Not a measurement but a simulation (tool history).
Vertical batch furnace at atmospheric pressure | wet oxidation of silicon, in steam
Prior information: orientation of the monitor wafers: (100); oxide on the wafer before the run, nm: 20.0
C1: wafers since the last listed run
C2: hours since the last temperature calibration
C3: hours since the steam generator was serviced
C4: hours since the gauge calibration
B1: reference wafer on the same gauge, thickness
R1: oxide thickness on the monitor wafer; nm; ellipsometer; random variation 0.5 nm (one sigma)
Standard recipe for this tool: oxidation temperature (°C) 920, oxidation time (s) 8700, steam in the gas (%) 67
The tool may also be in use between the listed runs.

run 1 hour=0.0 | oxidation_temperature_(°C)=906 oxidation_time_(s)=11010 steam_in_the_gas_(%)=67 | C1=0 C2=5220.8 C3=956.4 C4=31.6 | B1=387.91 | R1=326.25
run 2 hour=24.9 | oxidation_temperature_(°C)=906 oxidation_time_(s)=11010 steam_in_the_gas_(%)=67 | C1=239 C2=5245.7 C3=981.3 C4=56.5 | B1=388.08 | R1=325.72
run 3 hour=43.5 | oxidation_temperature_(°C)=906 oxidation_time_(s)=11010 steam_in_the_gas_(%)=67 | C1=178 C2=5264.3 C3=999.9 C4=75.1 | B1=388.20 | R1=325.36
run 4 hour=53.9 | oxidation_temperature_(°C)=920 oxidation_time_(s)=8700 steam_in_the_gas_(%)=67 | C1=99 C2=5274.7 C3=1010.3 C4=85.5 | B1=387.98 | R1=312.54
run 5 hour=67.6 | oxidation_temperature_(°C)=920 oxidation_time_(s)=8700 steam_in_the_gas_(%)=67 | C1=131 C2=5288.4 C3=1024.0 C4=99.2 | B1=388.08 | R1=312.46
run 6 hour=83.7 | oxidation_temperature_(°C)=920 oxidation_time_(s)=5310 steam_in_the_gas_(%)=67 | C1=154 C2=5304.5 C3=1040.1 C4=115.3 | B1=387.92 | R1=213.22
run 7 hour=105.8 | oxidation_temperature_(°C)=920 oxidation_time_(s)=5310 steam_in_the_gas_(%)=67 | C1=212 C2=5326.6 C3=1062.2 C4=137.4 | B1=388.12 | R1=213.76
run 8 hour=133.0 | oxidation_temperature_(°C)=908 oxidation_time_(s)=4560 steam_in_the_gas_(%)=58 | C1=261 C2=5353.8 C3=1089.4 C4=164.6 | B1=388.01 | R1=148.47
run 9 hour=155.4 | oxidation_temperature_(°C)=899 oxidation_time_(s)=8700 steam_in_the_gas_(%)=56 | C1=215 C2=5376.2 C3=1111.8 C4=187.0 | B1=387.92 | R1=216.46
-- hour=182.8 thermocouples replaced and temperature profile calibrated
-- hour=243.9 gauge calibrated
-- hour=256.1 steam generator serviced
run 10 hour=256.6 | oxidation_temperature_(°C)=905 oxidation_time_(s)=8700 steam_in_the_gas_(%)=67 | C1=511 C2=73.8 C3=0.5 C4=12.7 | B1=388.01 | R1=285.30
run 11 hour=263.5 | oxidation_temperature_(°C)=913 oxidation_time_(s)=10410 steam_in_the_gas_(%)=64 | C1=66 C2=80.7 C3=7.4 C4=19.6 | B1=388.09 | R1=343.77
run 12 hour=287.2 | oxidation_temperature_(°C)=920 oxidation_time_(s)=8700 steam_in_the_gas_(%)=73 | C1=227 C2=104.4 C3=31.1 C4=43.3 | B1=387.94 | R1=353.28
run 13 hour=314.0 | oxidation_temperature_(°C)=920 oxidation_time_(s)=8700 steam_in_the_gas_(%)=67 | C1=257 C2=131.2 C3=57.9 C4=70.1 | B1=387.84 | R1=329.15
run 14 hour=337.0 | oxidation_temperature_(°C)=905 oxidation_time_(s)=12180 steam_in_the_gas_(%)=67 | C1=220 C2=154.2 C3=80.9 C4=93.1 | B1=387.96 | R1=366.54

Alternative continuations, all from the tool just after run 14; predict every row:
run A hour=344.0 | oxidation_temperature_(°C)=920 oxidation_time_(s)=8700 steam_in_the_gas_(%)=67 | C1=67 C2=161.2 C3=87.9 C4=100.1 | B1=? | R1=?
run B hour=344.0 | oxidation_temperature_(°C)=913 oxidation_time_(s)=8700 steam_in_the_gas_(%)=62 | C1=67 C2=161.2 C3=87.9 C4=100.1 | B1=? | R1=?
run C hour=344.0 | oxidation_temperature_(°C)=920 oxidation_time_(s)=7530 steam_in_the_gas_(%)=67 | C1=67 C2=161.2 C3=87.9 C4=100.1 | B1=? | R1=?
run D hour=344.0 | oxidation_temperature_(°C)=911 oxidation_time_(s)=5130 steam_in_the_gas_(%)=77 | C1=67 C2=161.2 C3=87.9 C4=100.1 | B1=? | R1=?
run E hour=344.0 | oxidation_temperature_(°C)=912 oxidation_time_(s)=8700 steam_in_the_gas_(%)=77 | C1=67 C2=161.2 C3=87.9 C4=100.1 | B1=? | R1=?

run=A B1=387.89 R1=328.75
run=B B1=387.89 R1=289.23
run=C B1=387.89 R1=294.33
run=D B1=387.89 R1=222.04
run=E B1=387.89 R1=338.44
Without the tool's unlogged condition, the same runs would have read:
run=A R1=333.21
run=B R1=293.22
run=C R1=298.36
run=D R1=225.14
run=E R1=343.06
